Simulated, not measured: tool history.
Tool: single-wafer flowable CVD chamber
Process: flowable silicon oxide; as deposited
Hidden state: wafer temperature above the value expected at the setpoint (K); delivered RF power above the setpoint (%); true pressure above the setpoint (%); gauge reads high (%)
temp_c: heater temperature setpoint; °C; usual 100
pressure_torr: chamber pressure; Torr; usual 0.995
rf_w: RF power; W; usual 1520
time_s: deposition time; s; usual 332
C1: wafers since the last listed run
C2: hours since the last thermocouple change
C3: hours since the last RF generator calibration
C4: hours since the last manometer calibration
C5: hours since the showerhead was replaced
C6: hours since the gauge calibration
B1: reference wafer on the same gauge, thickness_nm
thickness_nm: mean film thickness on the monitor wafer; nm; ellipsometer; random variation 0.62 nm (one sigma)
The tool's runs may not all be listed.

Run 1, hour 0.0: usual settings but temp_c 104 °C, pressure_torr 0.929 Torr; C1 0; C2 1796.4; C3 2567.5; C4 3350.7; C5 2947.1; C6 55.2; B1 196.119. Result: thickness_nm 157.317 nm.
Run 2, hour 11.4: usual settings; C1 79; C2 1807.8; C3 2578.9; C4 3362.1; C5 2958.5; C6 66.6; B1 196.143. Result: thickness_nm 189.352 nm.
Run 3, hour 18.8: usual settings; C1 51; C2 1815.2; C3 2586.3; C4 3369.5; C5 2965.9; C6 74.0; B1 195.873. Result: thickness_nm 189.309 nm.
Run 4, hour 27.6: usual settings; C1 61; C2 1824.0; C3 2595.1; C4 3378.3; C5 2974.7; C6 82.8; B1 196.171. Result: thickness_nm 188.697 nm.
At hour 37.9: capacitance manometer re-zeroed and calibrated.
Run 5, hour 42.4: usual settings; C1 47; C2 1838.8; C3 2609.9; C4 4.5; C5 2989.5; C6 97.6; B1 195.940. Result: thickness_nm 210.774 nm.
Run 6, hour 49.3: usual settings; C1 48; C2 1845.7; C3 2616.8; C4 11.4; C5 2996.4; C6 104.5; B1 196.056. Result: thickness_nm 209.274 nm.
Run 7, hour 57.0: usual settings but pressure_torr 1.105 Torr, rf_w 1320 W, time_s 377 s; C1 53; C2 1853.4; C3 2624.5; C4 19.1; C5 3004.1; C6 112.2; B1 196.096. Result: thickness_nm 252.718 nm.
At hour 66.3: RF generator calibrated.
Run 8, hour 66.8: usual settings but pressure_torr 0.900 Torr, time_s 390 s; C1 12; C2 1863.2; C3 0.5; C4 28.9; C5 3013.9; C6 122.0; B1 195.923. Result: thickness_nm 222.575 nm.
Run 9, hour 72.1: usual settings but temp_c 108 °C, pressure_torr 0.800 Torr; C1 37; C2 1868.5; C3 5.8; C4 34.2; C5 3019.2; C6 127.3; B1 196.159. Result: thickness_nm 133.951 nm.
At hour 89.0: thermocouple changed; heater temperature recalibrated.
Run 10, hour 89.5: usual settings but pressure_torr 0.890 Torr; C1 65; C2 0.5; C3 23.2; C4 51.6; C5 3036.6; C6 144.7; B1 196.265. Result: thickness_nm 209.527 nm.
Run 11, hour 98.4: usual settings but temp_c 92 °C; C1 62; C2 9.4; C3 32.1; C4 60.5; C5 3045.5; C6 153.6; B1 195.864. Result: thickness_nm 294.206 nm.
Run 12, hour 115.9: usual settings but temp_c 115 °C, pressure_torr 0.876 Torr, rf_w 1635 W, time_s 300 s; C1 122; C2 26.9; C3 49.6; C4 78.0; C5 3063.0; C6 171.1; B1 195.880. Result: thickness_nm 122.793 nm.
Run 13, hour 125.7: usual settings but pressure_torr 0.900 Torr, time_s 390 s; C1 68; C2 36.7; C3 59.4; C4 87.8; C5 3072.8; C6 180.9; B1 195.885. Result: thickness_nm 248.230 nm.
At hour 145.4: showerhead replaced.
Run 14, hour 145.9: usual settings but pressure_torr 0.788 Torr, rf_w 1420 W; C1 85; C2 56.9; C3 79.6; C4 108.0; C5 0.5; C6 201.1; B1 196.025. Result: thickness_nm 180.281 nm.
Run 15, hour 155.6: usual settings but rf_w 1685 W, time_s 367 s; C1 67; C2 66.6; C3 89.3; C4 117.7; C5 10.2; C6 210.8; B1 195.779. Result: thickness_nm 262.076 nm.
Run 16, hour 161.7: usual settings; C1 42; C2 72.7; C3 95.4; C4 123.8; C5 16.3; C6 216.9; B1 196.072. Result: thickness_nm 232.262 nm.
Run 17, hour 169.1: usual settings but pressure_torr 1.147 Torr, rf_w 1230 W, time_s 270 s; C1 51; C2 80.1; C3 102.8; C4 131.2; C5 23.7; C6 224.3; B1 195.766. Result: thickness_nm 201.870 nm.
Run 18, hour 178.5: usual settings; C1 65; C2 89.5; C3 112.2; C4 140.6; C5 33.1; C6 233.7; B1 196.042. Result: thickness_nm 230.230 nm.
Run 19, hour 184.6: usual settings; C1 42; C2 95.6; C3 118.3; C4 146.7; C5 39.2; C6 239.8; B1 196.069. Result: thickness_nm 229.950 nm.
Run 20, hour 192.0: usual settings but rf_w 1765 W, time_s 308 s; C1 51; C2 103.0; C3 125.7; C4 154.1; C5 46.6; C6 247.2; B1 196.184. Result: thickness_nm 221.340 nm.
Run 21, hour 200.6: usual settings but temp_c 86 °C, pressure_torr 1.181 Torr, time_s 301 s; C1 60; C2 111.6; C3 134.3; C4 162.7; C5 55.2; C6 255.8; B1 196.164. Result: thickness_nm 368.405 nm.
Run 22, hour 212.3: usual settings; C1 81; C2 123.3; C3 146.0; C4 174.4; C5 66.9; C6 267.5; B1 195.987. Result: thickness_nm 229.038 nm.
Run 23, hour 221.3: usual settings but temp_c 110 °C, pressure_torr 0.753 Torr, rf_w 1435 W, time_s 395 s; C1 62; C2 132.3; C3 155.0; C4 183.4; C5 75.9; C6 276.5; B1 195.855. Result: thickness_nm 151.321 nm.
Run 24, hour 232.0: usual settings; C1 74; C2 143.0; C3 165.7; C4 194.1; C5 86.6; C6 287.2; B1 195.901. Result: thickness_nm 228.085 nm.
Run 25, hour 243.4: usual settings but temp_c 88 °C, rf_w 1380 W, time_s 367 s; C1 79; C2 154.4; C3 177.1; C4 205.5; C5 98.0; C6 298.6; B1 196.011. Result: thickness_nm 348.287 nm.
Run 26, hour 254.3: usual settings but temp_c 109 °C; C1 76; C2 165.3; C3 188.0; C4 216.4; C5 108.9; C6 309.5; B1 196.091. Result: thickness_nm 175.248 nm.
Run 27, hour 262.9: usual settings; C1 60; C2 173.9; C3 196.6; C4 225.0; C5 117.5; C6 318.1; B1 196.029. Result: thickness_nm 226.324 nm.

Forecast each of these 5 alternatives for the next run:
Run A, hour 263.4: usual settings but temp_c 106 °C; C1 3; C2 174.4; C3 197.1; C4 225.5; C5 118.0; C6 318.6; B1 ?. Result: thickness_nm ?.
Run B, hour 263.4: usual settings but temp_c 85 °C, pressure_torr 1.174 Torr, rf_w 1235 W, time_s 361 s; C1 3; C2 174.4; C3 197.1; C4 225.5; C5 118.0; C6 318.6; B1 ?. Result: thickness_nm ?.
Run C, hour 263.4: usual settings but temp_c 85 °C, pressure_torr 0.830 Torr; C1 3; C2 174.4; C3 197.1; C4 225.5; C5 118.0; C6 318.6; B1 ?. Result: thickness_nm ?.
Run D, hour 263.4: usual settings but temp_c 108 °C; C1 3; C2 174.4; C3 197.1; C4 225.5; C5 118.0; C6 318.6; B1 ?. Result: thickness_nm ?.
Run E, hour 263.4: usual settings but pressure_torr 0.765 Torr, rf_w 1310 W; C1 3; C2 174.4; C3 197.1; C4 225.5; C5 118.0; C6 318.6; B1 ?. Result: thickness_nm ?.

run       B1  thickness_nm
  A  196.103       191.209
  B  196.103       419.802
  C  196.103       293.614
  D  196.103       180.455
  E  196.103       167.915
Without the tool's hidden state the same runs would have given:
run  thickness_nm
  A       198.436
  B       433.848
  C       303.223
  D       187.202
  E       174.426
